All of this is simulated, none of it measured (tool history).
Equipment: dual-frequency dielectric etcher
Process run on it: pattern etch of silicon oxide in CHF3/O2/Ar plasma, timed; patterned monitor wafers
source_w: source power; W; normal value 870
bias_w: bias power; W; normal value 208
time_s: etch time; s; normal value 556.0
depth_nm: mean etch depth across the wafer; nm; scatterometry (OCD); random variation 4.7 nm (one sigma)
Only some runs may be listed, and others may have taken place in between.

| run | hour | source_w | bias_w | time_s | read-back reference wafer on the same gauge, depth_nm | depth_nm |
|---|---|---|---|---|---|---|
| 1 | 0.0 | 870 | 208 | 556.0 | 1377.7 | 1276.0 |
| 2 | 7.4 | 870 | 208 | 556.0 | 1381.1 | 1274.6 |
|  | 14.3 | gauge calibrated |
| 3 | 22.0 | 870 | 208 | 556.0 | 1379.9 | 1271.5 |
| 4 | 28.1 | 870 | 208 | 556.0 | 1379.8 | 1275.7 |
| 5 | 34.6 | 870 | 208 | 556.0 | 1382.0 | 1275.0 |
| 6 | 51.1 | 870 | 208 | 556.0 | 1380.0 | 1279.0 |
| 7 | 58.8 | 870 | 208 | 556.0 | 1380.6 | 1278.8 |
| 8 | 74.1 | 870 | 208 | 556.0 | 1378.8 | 1272.3 |
| 9 | 89.4 | 870 | 208 | 556.0 | 1380.6 | 1275.0 |
|  | 118.8 | bias power generator calibrated |
|  | 134.8 | wet clean of the chamber |
| 10 | 135.3 | 870 | 240 | 556.0 | 1381.9 | 1336.5 |
| 11 | 135.8 | 870 | 240 | 556.0 | 1379.5 | 1329.3 |
| 12 | 140.0 | 870 | 240 | 556.0 | 1381.1 | 1336.7 |
| 13 | 152.9 | 870 | 166 | 500.5 | 1379.2 | 1123.6 |
|  | 176.9 | upper electrode replaced |
| 14 | 177.4 | 980 | 258 | 391.0 | 1382.9 | 989.7 |
| 15 | 178.8 | 870 | 208 | 556.0 | 1378.6 | 1298.7 |
| 16 | 186.2 | 870 | 208 | 556.0 | 1382.5 | 1299.7 |
| 17 | 202.7 | 1090 | 225 | 442.0 | 1379.6 | 1141.0 |
| 18 | 209.2 | 970 | 171 | 604.5 | 1380.3 | 1423.4 |
| 19 | 220.8 | 870 | 208 | 556.0 | 1379.3 | 1293.0 |
| 20 | 238.5 | 870 | 208 | 556.0 | 1379.8 | 1293.5 |
| 21 | 245.4 | 1050 | 189 | 722.0 | 1378.5 | 1770.2 |
| 22 | 259.4 | 980 | 236 | 476.0 | 1379.7 | 1189.1 |
|  | 266.4 | gauge calibrated |
|  | 288.9 | source power generator calibrated |
| 23 | 303.6 | 1020 | 208 | 393.0 | 1377.9 | 967.0 |
| 24 | 311.5 | 870 | 208 | 655.0 | 1382.1 | 1521.9 |
| 25 | 328.6 | 870 | 166 | 716.0 | 1382.5 | 1593.0 |
| 26 | 340.5 | 870 | 208 | 556.0 | 1380.1 | 1288.9 |
| 27 | 353.9 | 740 | 174 | 691.5 | 1380.6 | 1468.4 |
| 28 | 365.1 | 870 | 229 | 622.5 | 1380.0 | 1470.3 |
| 29 | 379.8 | 870 | 208 | 446.5 | 1381.5 | 1030.5 |
| 30 | 389.8 | 970 | 171 | 604.5 | 1380.8 | 1419.6 |

Consider 4 possible next runs. They are alternatives, not a sequence: every one starts from the tool as it was left by run 30. What does each give?
| A | 390.4 | 870 | 208 | 461.0 | ? | ? |
| B | 390.4 | 870 | 208 | 617.0 | ? | ? |
| C | 390.4 | 980 | 208 | 556.0 | ? | ? |
| D | 390.4 | 1050 | 208 | 716.0 | ? | ? |

| run | read-back reference wafer on the same gauge, depth_nm | depth_nm |
|---|---|---|
| A | 1377.8 | 1064.1 |
| B | 1377.8 | 1424.2 |
| C | 1377.8 | 1346.2 |
| D | 1377.8 | 1782.0 |
Stripped of hidden state, with their random variation kept, the same runs would have yielded:
| run | depth_nm |
|---|---|
| A | 1073.3 |
| B | 1436.5 |
| C | 1357.7 |
| D | 1797.4 |
